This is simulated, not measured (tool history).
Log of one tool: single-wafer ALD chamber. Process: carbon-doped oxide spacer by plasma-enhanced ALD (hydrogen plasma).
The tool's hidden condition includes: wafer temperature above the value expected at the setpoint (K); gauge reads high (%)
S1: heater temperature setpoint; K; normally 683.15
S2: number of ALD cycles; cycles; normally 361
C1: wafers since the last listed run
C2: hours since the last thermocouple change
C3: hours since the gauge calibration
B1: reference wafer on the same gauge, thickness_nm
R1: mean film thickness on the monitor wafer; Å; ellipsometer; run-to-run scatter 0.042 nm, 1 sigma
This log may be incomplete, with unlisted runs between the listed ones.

{"run": 1, "day": 0.0, "S1": 683.15, "S2": 361, "C1": 0, "C2": 2316.6, "C3": 201.7, "B1": 18.106, "R1": 167}
{"run": 2, "day": 1.629, "S1": 683.15, "S2": 361, "C1": 58, "C2": 2355.7, "C3": 240.8, "B1": 18.103, "R1": 168.14}
{"run": 3, "day": 4.383, "S1": 683.15, "S2": 361, "C1": 98, "C2": 2421.8, "C3": 306.9, "B1": 18.108, "R1": 167.34}
{"run": 4, "day": 5.496, "S1": 672.15, "S2": 361, "C1": 39, "C2": 2448.5, "C3": 333.6, "B1": 18.092, "R1": 172.77}
{"run": 5, "day": 7.812, "S1": 672.15, "S2": 361, "C1": 82, "C2": 2504.1, "C3": 389.2, "B1": 18.102, "R1": 172.7}
{"run": 6, "day": 9.829, "S1": 683.15, "S2": 361, "C1": 71, "C2": 2552.5, "C3": 437.6, "B1": 18.091, "R1": 167.45}
{"run": 7, "day": 11.125, "S1": 683.15, "S2": 361, "C1": 46, "C2": 2583.6, "C3": 468.7, "B1": 18.098, "R1": 168.45}
{"run": 8, "day": 12.154, "S1": 683.15, "S2": 361, "C1": 36, "C2": 2608.3, "C3": 493.4, "B1": 18.098, "R1": 167.77}
{"run": 9, "day": 13.296, "S1": 691.15, "S2": 361, "C1": 40, "C2": 2635.7, "C3": 520.8, "B1": 18.091, "R1": 165.09}
{"run": 10, "day": 16.042, "S1": 691.15, "S2": 361, "C1": 97, "C2": 2701.6, "C3": 586.7, "B1": 18.09, "R1": 164.16}
{"day": 16.867, "done": "thermocouple changed; heater temperature recalibrated"}
{"run": 11, "day": 17.771, "S1": 687.15, "S2": 361, "C1": 49, "C2": 21.7, "C3": 628.2, "B1": 18.092, "R1": 166.43}
{"run": 12, "day": 19.762, "S1": 683.15, "S2": 328, "C1": 70, "C2": 69.5, "C3": 676, "B1": 18.097, "R1": 152.75}
{"run": 13, "day": 21.942, "S1": 675.15, "S2": 361, "C1": 77, "C2": 121.8, "C3": 728.3, "B1": 18.097, "R1": 171.75}
{"day": 25.554, "done": "gauge calibrated"}
{"run": 14, "day": 30.708, "S1": 683.15, "S2": 361, "C1": 312, "C2": 332.2, "C3": 123.7, "B1": 18.099, "R1": 167.86}
{"run": 15, "day": 32.646, "S1": 672.15, "S2": 361, "C1": 69, "C2": 378.7, "C3": 170.2, "B1": 18.098, "R1": 172.68}
{"run": 16, "day": 34.8, "S1": 683.15, "S2": 361, "C1": 76, "C2": 430.4, "C3": 221.9, "B1": 18.111, "R1": 167.75}
{"run": 17, "day": 35.988, "S1": 693.15, "S2": 381, "C1": 42, "C2": 458.9, "C3": 250.4, "B1": 18.096, "R1": 172.51}
{"run": 18, "day": 38.2, "S1": 672.15, "S2": 308, "C1": 78, "C2": 512, "C3": 303.5, "B1": 18.104, "R1": 147.8}
{"run": 19, "day": 41.142, "S1": 683.15, "S2": 381, "C1": 104, "C2": 582.6, "C3": 374.1, "B1": 18.097, "R1": 177.16}
{"run": 20, "day": 47.233, "S1": 690.15, "S2": 306, "C1": 216, "C2": 728.8, "C3": 520.3, "B1": 18.104, "R1": 139.5}
{"run": 21, "day": 49.721, "S1": 671.15, "S2": 296, "C1": 88, "C2": 788.5, "C3": 580, "B1": 18.102, "R1": 142.06}
{"run": 22, "day": 51.138, "S1": 683.15, "S2": 337, "C1": 50, "C2": 822.5, "C3": 614, "B1": 18.094, "R1": 157.34}

5 ways to go on from here, each from the tool as it stands after run 22. What would each give?
{"run": "A", "day": 51.179, "S1": 683.15, "S2": 433, "C1": 1, "C2": 823.5, "C3": 615, "B1": "?", "R1": "?"}
{"run": "B", "day": 51.179, "S1": 683.15, "S2": 306, "C1": 1, "C2": 823.5, "C3": 615, "B1": "?", "R1": "?"}
{"run": "C", "day": 51.179, "S1": 683.15, "S2": 302, "C1": 1, "C2": 823.5, "C3": 615, "B1": "?", "R1": "?"}
{"run": "D", "day": 51.179, "S1": 687.15, "S2": 297, "C1": 1, "C2": 823.5, "C3": 615, "B1": "?", "R1": "?"}
{"run": "E", "day": 51.179, "S1": 672.15, "S2": 403, "C1": 1, "C2": 823.5, "C3": 615, "B1": "?", "R1": "?"}

run=A B1=18.093 R1=201.41
run=B B1=18.093 R1=142.34
run=C B1=18.093 R1=140.48
run=D B1=18.093 R1=136.65
run=E B1=18.093 R1=193.07
Without the tool's hidden state the same runs would have given:
run=A R1=201.41
run=B R1=142.34
run=C R1=140.48
run=D R1=136.65
run=E R1=193.07

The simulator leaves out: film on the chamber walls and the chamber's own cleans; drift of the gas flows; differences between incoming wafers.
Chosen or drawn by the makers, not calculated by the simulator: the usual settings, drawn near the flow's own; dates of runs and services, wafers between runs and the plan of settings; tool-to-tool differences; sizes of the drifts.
